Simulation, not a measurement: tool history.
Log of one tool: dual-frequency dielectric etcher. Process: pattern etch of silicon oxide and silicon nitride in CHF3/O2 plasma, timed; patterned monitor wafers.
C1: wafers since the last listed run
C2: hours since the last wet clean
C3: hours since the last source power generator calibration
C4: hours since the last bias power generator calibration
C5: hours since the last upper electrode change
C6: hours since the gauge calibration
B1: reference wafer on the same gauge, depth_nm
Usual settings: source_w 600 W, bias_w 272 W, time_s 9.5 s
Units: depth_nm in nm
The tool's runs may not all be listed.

run 1 hour=0.0 | source_w=600 bias_w=272 time_s=9.5 | C1=0 C2=472.0 C3=2664.5 C4=3194.7 C5=4467.2 C6=450.6 | B1=13.40 | depth_nm=15.56
-- hour=4.3 wet clean of the chamber
run 2 hour=40.0 | source_w=600 bias_w=272 time_s=9.5 | C1=751 C2=35.7 C3=2704.5 C4=3234.7 C5=4507.2 C6=490.6 | B1=13.38 | depth_nm=15.07
run 3 hour=91.5 | source_w=600 bias_w=272 time_s=9.5 | C1=1084 C2=87.2 C3=2756.0 C4=3286.2 C5=4558.7 C6=542.1 | B1=13.40 | depth_nm=15.05
run 4 hour=249.9 | source_w=600 bias_w=227 time_s=9.5 | C1=3335 C2=245.6 C3=2914.4 C4=3444.6 C5=4717.1 C6=700.5 | B1=13.39 | depth_nm=13.70
-- hour=281.2 gauge calibrated
run 5 hour=309.0 | source_w=600 bias_w=227 time_s=9.5 | C1=1244 C2=304.7 C3=2973.5 C4=3503.7 C5=4776.2 C6=27.8 | B1=13.40 | depth_nm=13.85
run 6 hour=361.8 | source_w=600 bias_w=309 time_s=8.5 | C1=1111 C2=357.5 C3=3026.3 C4=3556.5 C5=4829.0 C6=80.6 | B1=13.40 | depth_nm=14.75
-- hour=419.9 upper electrode replaced
run 7 hour=422.8 | source_w=600 bias_w=309 time_s=8.5 | C1=779 C2=418.5 C3=3087.3 C4=3617.5 C5=2.9 C6=141.6 | B1=13.39 | depth_nm=14.83
-- hour=459.5 wet clean of the chamber
-- hour=462.2 bias power generator calibrated
run 8 hour=472.8 | source_w=740 bias_w=224 time_s=7.5 | C1=491 C2=13.3 C3=3137.3 C4=10.6 C5=52.9 C6=191.6 | B1=13.40 | depth_nm=11.20

The next listed run, before its measurement:
run 9 hour=530.0 | source_w=640 bias_w=298 time_s=9.5 | C1=1204 C2=70.5 C3=3194.5 C4=67.8 C5=110.1 C6=248.8 | B1=? | depth_nm=?

Run 9 gave B1 13.38, depth_nm 16.15 nm.
Without the tool's hidden state the same run would have given depth_nm 16.09 nm.
